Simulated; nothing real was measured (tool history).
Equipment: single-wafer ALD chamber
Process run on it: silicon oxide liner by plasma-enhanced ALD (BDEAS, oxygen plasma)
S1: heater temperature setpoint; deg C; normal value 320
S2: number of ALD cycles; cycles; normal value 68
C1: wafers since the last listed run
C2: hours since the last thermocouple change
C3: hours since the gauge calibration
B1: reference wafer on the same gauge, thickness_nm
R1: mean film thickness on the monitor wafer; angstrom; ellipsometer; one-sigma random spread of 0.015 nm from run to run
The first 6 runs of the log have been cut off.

| run | hour | S1 | S2 | C1 | C2 | C3 | B1 | R1 |
|---|---|---|---|---|---|---|---|---|
| 7 | 77.7 | 328 | 73 | 61 | 1696.8 | 203.6 | 7.325 | 65.56 |
| 8 | 93.0 | 328 | 73 | 71 | 1712.1 | 218.9 | 7.336 | 65.28 |
| 9 | 106.0 | 320 | 68 | 60 | 1725.1 | 231.9 | 7.331 | 61.69 |
| 10 | 113.6 | 320 | 68 | 35 | 1732.7 | 239.5 | 7.336 | 61.22 |
| 11 | 120.4 | 310 | 74 | 31 | 1739.5 | 246.3 | 7.345 | 68.08 |
| 12 | 130.3 | 310 | 74 | 45 | 1749.4 | 256.2 | 7.348 | 68.23 |
| 13 | 160.2 | 310 | 74 | 138 | 1779.3 | 286.1 | 7.358 | 67.81 |
| 14 | 177.0 | 326 | 68 | 78 | 1796.1 | 302.9 | 7.370 | 61.50 |
| 15 | 187.1 | 315 | 68 | 46 | 1806.2 | 313.0 | 7.371 | 62.06 |
|  | 198.0 | thermocouple changed; heater temperature recalibrated |
| 16 | 198.5 | 316 | 64 | 15 | 0.5 | 324.4 | 7.380 | 58.62 |
| 17 | 205.0 | 313 | 58 | 30 | 7.0 | 330.9 | 7.380 | 53.34 |
|  | 210.9 | gauge calibrated |
| 18 | 248.8 | 332 | 74 | 203 | 50.8 | 37.9 | 7.301 | 65.50 |
| 19 | 256.8 | 320 | 68 | 37 | 58.8 | 45.9 | 7.300 | 61.37 |
| 20 | 273.1 | 311 | 59 | 75 | 75.1 | 62.2 | 7.304 | 53.89 |
| 21 | 289.5 | 328 | 58 | 76 | 91.5 | 78.6 | 7.308 | 51.86 |
| 22 | 310.3 | 310 | 68 | 96 | 112.3 | 99.4 | 7.305 | 62.18 |

Run 23 comes next. What will it give?
| 23 | 321.1 | 331 | 74 | 50 | 123.1 | 110.2 | ? | ? |

B1: 7.313
R1: 65.53 angstrom
Had the tool carried no hidden state, the very same run would have given R1 65.43 angstrom.

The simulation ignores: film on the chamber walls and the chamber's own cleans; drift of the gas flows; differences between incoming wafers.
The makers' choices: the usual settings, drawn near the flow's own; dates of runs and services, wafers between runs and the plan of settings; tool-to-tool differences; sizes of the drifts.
